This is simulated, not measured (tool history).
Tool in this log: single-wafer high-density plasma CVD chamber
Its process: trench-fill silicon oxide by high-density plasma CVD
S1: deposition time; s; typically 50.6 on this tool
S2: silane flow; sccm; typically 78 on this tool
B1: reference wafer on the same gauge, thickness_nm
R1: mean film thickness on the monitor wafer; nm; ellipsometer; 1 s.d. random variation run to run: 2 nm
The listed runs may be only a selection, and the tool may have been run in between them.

| run | hour | S1 | S2 | B1 | R1 |
|---|---|---|---|---|---|
| 1 | 0.0 | 50.6 | 78 | 352.893 | 387.190 |
| 2 | 25.0 | 50.6 | 78 | 353.196 | 386.825 |
| 3 | 49.7 | 50.6 | 78 | 353.244 | 391.074 |
| 4 | 112.5 | 50.6 | 78 | 353.041 | 387.590 |
| 5 | 162.9 | 50.6 | 78 | 352.509 | 387.125 |
| 6 | 218.1 | 50.6 | 78 | 353.153 | 389.466 |
| 7 | 253.8 | 50.6 | 78 | 353.401 | 388.399 |
| 8 | 369.7 | 46.8 | 78 | 352.795 | 358.127 |
| 9 | 413.0 | 46.8 | 78 | 353.343 | 354.430 |
| 10 | 443.2 | 46.4 | 78 | 352.499 | 352.984 |
| 11 | 510.7 | 46.4 | 78 | 353.271 | 356.109 |
| 12 | 573.6 | 50.6 | 78 | 353.369 | 385.924 |
| 13 | 625.9 | 50.6 | 78 | 353.540 | 387.501 |
|  | 675.4 | silane flow controller replaced |
| 14 | 675.9 | 50.6 | 78 | 352.840 | 407.069 |
| 15 | 729.6 | 50.6 | 78 | 352.923 | 406.223 |
| 16 | 757.0 | 50.6 | 78 | 353.203 | 405.992 |
| 17 | 807.3 | 56.6 | 78 | 352.897 | 454.465 |
| 18 | 863.2 | 50.6 | 78 | 353.089 | 409.301 |
| 19 | 899.0 | 50.6 | 78 | 353.192 | 407.601 |
| 20 | 926.7 | 50.6 | 67 | 352.904 | 349.615 |
|  | 967.3 | gauge calibrated |
| 21 | 1082.8 | 56.6 | 78 | 353.051 | 454.469 |
| 22 | 1151.5 | 55.5 | 92 | 353.279 | 518.329 |
| 23 | 1201.3 | 57.7 | 73 | 353.714 | 431.113 |
| 24 | 1258.3 | 41.4 | 78 | 352.875 | 329.459 |
| 25 | 1282.3 | 56.3 | 93 | 353.671 | 535.793 |
| 26 | 1329.6 | 50.6 | 78 | 353.033 | 404.439 |
| 27 | 1398.8 | 59.7 | 65 | 353.182 | 394.511 |
| 28 | 1453.4 | 50.6 | 78 | 352.870 | 397.457 |
| 29 | 1631.7 | 40.8 | 72 | 353.094 | 299.595 |
| 30 | 1672.8 | 50.6 | 78 | 353.531 | 395.542 |
| 31 | 1705.5 | 42.2 | 74 | 352.376 | 315.812 |
| 32 | 1747.4 | 45.4 | 78 | 353.146 | 357.478 |

Here are 5 independent what-if runs from the current tool condition. What would each one return?
| A | 1747.8 | 50.6 | 78 | ? | ? |
| B | 1747.8 | 50.6 | 64 | ? | ? |
| C | 1747.8 | 53.8 | 93 | ? | ? |
| D | 1747.8 | 50.6 | 63 | ? | ? |
| E | 1747.8 | 58.7 | 86 | ? | ? |

| run | B1 | R1 |
|---|---|---|
| A | 352.985 | 398.396 |
| B | 352.985 | 326.889 |
| C | 352.985 | 505.051 |
| D | 352.985 | 321.782 |
| E | 352.985 | 509.574 |
Had the tool no hidden state, the same runs would have come out as:
| run | R1 |
|---|---|
| A | 404.586 |
| B | 331.968 |
| C | 512.897 |
| D | 326.781 |
| E | 517.490 |
